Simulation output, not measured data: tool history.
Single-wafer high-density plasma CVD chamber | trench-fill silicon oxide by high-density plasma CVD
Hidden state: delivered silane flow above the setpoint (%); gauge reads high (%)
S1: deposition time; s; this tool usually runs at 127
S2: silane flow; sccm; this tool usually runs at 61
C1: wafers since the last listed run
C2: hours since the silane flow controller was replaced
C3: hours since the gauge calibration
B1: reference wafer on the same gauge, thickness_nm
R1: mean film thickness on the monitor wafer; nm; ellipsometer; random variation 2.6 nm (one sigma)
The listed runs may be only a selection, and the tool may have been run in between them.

run	day	S1	S2	C1	C2	C3	B1	R1
1	0.000	127	61	0	3596.6	84.5	864.431	856.214
2	2.008	127	61	614	3644.8	132.7	863.866	859.707
3	5.088	113	61	942	3718.7	206.6	862.707	763.333
4	9.042	113	61	1209	3813.6	301.5	864.490	764.986
5	12.996	113	61	1209	3908.5	396.4	863.520	759.751
6	17.121	127	61	1262	4007.5	495.4	864.345	857.270
7	20.538	127	61	1045	4089.5	577.4	863.805	857.540
8	24.858	127	61	1322	4193.2	681.1	863.093	854.480
9	27.583	127	61	833	4258.6	746.5	864.551	856.564
# day 28.171: silane flow controller replaced
10	29.600	127	61	515	34.3	794.9	863.685	817.376
11	32.488	118	53	883	103.6	864.2	863.282	689.916
12	34.067	135	54	483	141.5	902.1	864.923	800.825
# day 37.225: gauge calibrated
13	38.396	142	61	1324	245.4	28.1	863.936	914.131
14	40.675	115	52	697	300.1	82.8	862.681	669.655
15	42.529	127	61	567	344.6	127.3	865.102	826.853
16	46.200	106	61	1123	432.7	215.4	863.717	688.961
17	50.138	104	52	1204	527.2	309.9	865.948	607.649
18	54.138	127	61	1223	623.2	405.9	864.504	829.605
19	56.212	139	68	634	673.0	455.7	864.060	987.428
20	59.862	152	58	1116	760.6	543.3	864.656	964.684

State the hidden condition of the tool at each of the runs:
gauge reads high (%): 0, the same for each run
H1: delivered silane flow above the setpoint (%)
run	H1
1	6.68
2	6.69
3	6.71
4	6.74
5	6.76
6	6.78
7	6.79
8	6.81
9	6.82
10	-0.0686
11	0.265
12	0.44
13	0.893
14	1.12
15	1.29
16	1.62
17	1.95
18	2.25
19	2.4
20	2.65
